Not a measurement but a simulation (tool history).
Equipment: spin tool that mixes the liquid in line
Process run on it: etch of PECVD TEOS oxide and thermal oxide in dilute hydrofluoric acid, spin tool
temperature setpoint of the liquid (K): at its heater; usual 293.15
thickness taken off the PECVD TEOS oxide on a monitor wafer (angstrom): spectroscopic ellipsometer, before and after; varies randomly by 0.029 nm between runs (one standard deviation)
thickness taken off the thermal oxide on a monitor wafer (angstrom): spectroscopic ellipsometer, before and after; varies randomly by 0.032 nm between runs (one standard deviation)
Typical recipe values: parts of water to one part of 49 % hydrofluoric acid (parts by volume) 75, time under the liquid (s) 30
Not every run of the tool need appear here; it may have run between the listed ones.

run	hour	temperature setpoint of the liquid (K)	parts of water to one part of 49 % hydrofluoric acid (parts by volume)	time under the liquid (s)	read-back film thickness of the PECVD TEOS oxide reference wafer, read on the same gauge (nm)	read-back film thickness of the thermal oxide reference wafer, read on the same gauge (nm)	thickness taken off the PECVD TEOS oxide on a monitor wafer (angstrom)	thickness taken off the thermal oxide on a monitor wafer (angstrom)
1	0	293.15	75	30	89.97	90.006	53.6	15.4
2	9.2	293.15	75	35	90.02	90.028	62.2	17.63
3	21.4	293.15	75	35	90.01	90.019	62.8	18.35
4	74.7	293.15	75	30	89.96	89.992	53.6	15.8
# hour 77.8: thermometer replaced
5	84.5	293.15	75	30	89.98	90.011	53.5	14.98
6	94.1	295.15	75	30	89.98	90.031	57.7	17.09
7	111.9	291.15	100	30	89.95	89.973	35.9	10.46
8	119.6	297.65	105	20	90.05	89.997	29.4	8.75
9	131.8	293.15	75	30	90.01	89.981	53.6	15.8
# hour 142.6: gauge calibrated
10	147.7	293.15	75	30	90	89.987	53.3	15.4
# hour 162.9: hydrofluoric acid flow meter replaced
11	165.1	297.15	75	15	89.98	89.964	31.2	9.06
12	178.4	291.65	75	40	90.01	89.989	66.9	18.73
13	192.1	290.15	55	30	90.04	89.995	65.9	19.74
14	201.6	290.15	75	30	90.02	90.003	47.1	13.69
15	217.4	293.15	75	30	90.02	89.99	53.6	14.79
16	225.7	293.15	45	30	90	90.006	92.6	27.36
17	242.6	293.15	75	40	90.01	90.029	71.8	20.98
18	260.3	293.15	75	30	90.02	89.988	53.2	15.93
19	272.4	291.65	40	15	90.01	89.984	48.9	14.33
20	287.4	294.65	75	30	90.01	89.994	57.2	17.37
21	296.9	290.15	75	15	90.04	89.985	23.4	6.78
22	310.9	297.15	100	45	90.04	90.003	69.2	20.31
23	318.2	291.15	75	30	90.01	90.018	49.6	14.42
24	328.2	293.15	65	30	90.04	89.969	61.9	17.8
25	335	293.15	75	30	90.04	89.984	53.9	15.26
26	344.3	293.15	75	30	89.99	89.999	53.6	15.51

What if the next run were any one of these 4? Each begins from the tool's condition after run 26:
A	344.7	293.15	75	30	?	?	?	?
B	344.7	291.15	55	25	?	?	?	?
C	344.7	298.15	100	45	?	?	?	?
D	344.7	295.65	115	15	?	?	?	?

run	read-back film thickness of the PECVD TEOS oxide reference wafer, read on the same gauge (nm)	read-back film thickness of the thermal oxide reference wafer, read on the same gauge (nm)	thickness taken off the PECVD TEOS oxide on a monitor wafer (angstrom)	thickness taken off the thermal oxide on a monitor wafer (angstrom)
A	90.05	89.968	53.7	15.44
B	90.05	89.968	57.3	16.5
C	90.05	89.968	71.7	20.64
D	90.05	89.968	18.5	5.32
With the hidden condition removed and each run's random variation left untouched, the same runs would have given:
run	thickness taken off the PECVD TEOS oxide on a monitor wafer (angstrom)	thickness taken off the thermal oxide on a monitor wafer (angstrom)
A	53.7	15.44
B	57.3	16.5
C	71.7	20.64
D	18.5	5.32
